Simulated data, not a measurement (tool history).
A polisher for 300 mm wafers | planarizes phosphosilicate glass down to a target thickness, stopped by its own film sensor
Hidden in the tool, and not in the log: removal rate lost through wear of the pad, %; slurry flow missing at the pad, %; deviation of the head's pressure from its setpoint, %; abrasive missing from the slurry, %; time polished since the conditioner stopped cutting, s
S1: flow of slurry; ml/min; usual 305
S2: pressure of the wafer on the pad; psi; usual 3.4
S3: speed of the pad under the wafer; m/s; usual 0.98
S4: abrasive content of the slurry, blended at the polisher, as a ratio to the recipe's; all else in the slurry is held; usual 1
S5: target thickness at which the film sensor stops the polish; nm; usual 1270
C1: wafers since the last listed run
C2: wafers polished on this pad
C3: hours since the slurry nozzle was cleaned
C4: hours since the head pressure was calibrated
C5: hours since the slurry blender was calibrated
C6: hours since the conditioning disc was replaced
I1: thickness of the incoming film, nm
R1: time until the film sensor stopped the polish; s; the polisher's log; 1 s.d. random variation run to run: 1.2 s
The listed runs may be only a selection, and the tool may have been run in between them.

run	hour	S1	S2	S3	S4	S5	C1	C2	C3	C4	C5	C6	I1	R1
1	0	305	4	1.08	1	1270	0	482	684.6	244.4	173.2	415.4	1984.2	78.6
2	8.3	350	3.4	0.98	1	1270	49	532	692.9	252.7	181.5	423.7	2013	96.6
3	24.2	350	3.4	0.98	1	1270	94	626	708.8	268.6	197.4	439.6	2004.3	94.8
4	31.8	305	3.4	0.98	1	1270	45	671	716.4	276.2	205	447.2	1988	93.3
5	37.9	305	3.4	0.98	1	1270	36	708	722.5	282.3	211.1	453.3	1965.4	91.1
6	47.6	305	3.4	1.16	1	1270	57	765	732.2	292	220.8	463	2011.1	88.9
# hour 55.9: conditioning disc replaced and pad reconditioned
7	60.5	305	3.4	1.16	1	1270	64	830	745.1	304.9	233.7	4.6	1992.7	87.4
8	74.6	305	3.4	1.16	1	1270	83	914	759.2	319	247.8	18.7	2023.8	91.5
9	80.9	305	3.4	0.98	1	1270	37	951	765.5	325.3	254.1	25	1999	96.3
# hour 83.1: slurry nozzle cleaned
# hour 83.7: head pressure recalibrated
10	97.9	305	3.4	0.98	1	1270	91	1043	14.8	14.2	271.1	42	2017.9	95.5
# hour 127: worn pad replaced by a new one
# hour 133.4: slurry blender recalibrated
11	142.5	385	3.4	0.98	1	1270	229	80	59.4	58.8	9.1	86.6	1969	89.5
12	151.9	395	3.4	0.98	1.2	1270	55	135	68.8	68.2	18.5	96	1967.3	83
13	162.6	305	3.4	0.66	1.25	1270	63	199	79.5	78.9	29.2	106.7	1975.7	98
14	170.5	305	4.3	0.98	1	1270	46	246	87.4	86.8	37.1	114.6	1977.9	75.9
15	177.6	305	3.4	0.98	1	1270	42	288	94.5	93.9	44.2	121.7	1980	92.5
16	185	305	2.5	0.98	1	1270	43	332	101.9	101.3	51.6	129.1	2037.5	124.8
17	192.1	380	3.4	0.98	0.85	1270	42	374	109	108.4	58.7	136.2	1973.9	96.3
18	205	305	3.4	1.1	1	1270	76	451	121.9	121.3	71.6	149.1	1999.1	92.5
19	221.3	305	4.5	0.98	1	1270	96	548	138.2	137.6	87.9	165.4	2029.3	81.1
20	238.9	305	3.4	0.98	1	1270	104	653	155.8	155.2	105.5	183	2008.3	97.7
21	255.3	305	3.4	0.98	1	1270	97	750	172.2	171.6	121.9	199.4	2015.7	96.1
22	270.3	405	3	0.98	1	1373	89	839	187.2	186.6	136.9	214.4	2032.1	93.5
23	277.1	305	3.4	0.98	1	1270	40	880	194	193.4	143.7	221.2	2000.7	98.5
24	289.8	335	3.4	1.22	1	1270	75	955	206.7	206.1	156.4	233.9	1986	83.3
25	299.7	305	3.4	0.98	1	1270	58	1014	216.6	216	166.3	243.8	2008.7	94.5
26	307.9	340	3.4	0.98	1	1270	48	1063	224.8	224.2	174.5	252	2044.5	100

The tool's hidden state at each run:
removal rate lost through wear of the pad, %: 0 across all the runs
slurry flow missing at the pad, %: 0 across all the runs
deviation of the head's pressure from its setpoint, %: 0 across all the runs
abrasive missing from the slurry, %: 0 across all the runs
time polished since the conditioner stopped cutting, s: 0 across all the runs

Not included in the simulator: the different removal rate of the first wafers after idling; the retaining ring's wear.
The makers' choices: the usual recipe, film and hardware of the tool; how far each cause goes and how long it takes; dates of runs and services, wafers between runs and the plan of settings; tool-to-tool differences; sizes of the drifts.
